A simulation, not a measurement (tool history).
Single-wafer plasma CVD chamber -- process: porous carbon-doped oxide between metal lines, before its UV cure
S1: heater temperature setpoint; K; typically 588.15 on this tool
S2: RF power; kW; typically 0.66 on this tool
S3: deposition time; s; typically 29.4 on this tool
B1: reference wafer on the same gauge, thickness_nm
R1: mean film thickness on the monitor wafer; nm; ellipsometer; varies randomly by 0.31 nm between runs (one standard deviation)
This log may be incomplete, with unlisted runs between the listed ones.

run	hour	S1	S2	S3	B1	R1
1	0	588.15	0.66	29.4	160.972	172.645
2	43.9	588.15	0.66	29.4	161.097	172.602
3	59.5	588.15	0.66	29.4	161.037	173.224
4	66.5	588.15	0.685	29.4	160.944	176.005
5	73.5	588.15	0.685	29.4	161.029	175.161
6	87.1	588.15	0.685	29.4	161.063	175.28
7	98.8	588.15	0.75	32.2	160.991	198.11
# hour 156: thermocouple changed; heater temperature recalibrated
8	156.5	588.15	0.75	32.2	160.925	192.363
# hour 175.3: RF generator calibrated
9	175.8	588.15	0.66	29.4	160.949	172.909
10	177.2	588.15	0.66	29.4	160.958	173.03
11	192.3	588.15	0.66	29.4	161.073	172.997
12	201.2	597.15	0.66	29.4	161.073	163.859
13	209.8	588.15	0.74	27	160.957	166.138

For run 14, what comes out?
# hour 258.4: gauge calibrated
14	262.8	588.15	0.66	29.4	?	?

{"run 14": {"B1": 161.038, "R1": 172.88}}
Take away the tool's hidden state, keep the run-to-run variation as it was, and the same run would have given R1 173.339 nm.

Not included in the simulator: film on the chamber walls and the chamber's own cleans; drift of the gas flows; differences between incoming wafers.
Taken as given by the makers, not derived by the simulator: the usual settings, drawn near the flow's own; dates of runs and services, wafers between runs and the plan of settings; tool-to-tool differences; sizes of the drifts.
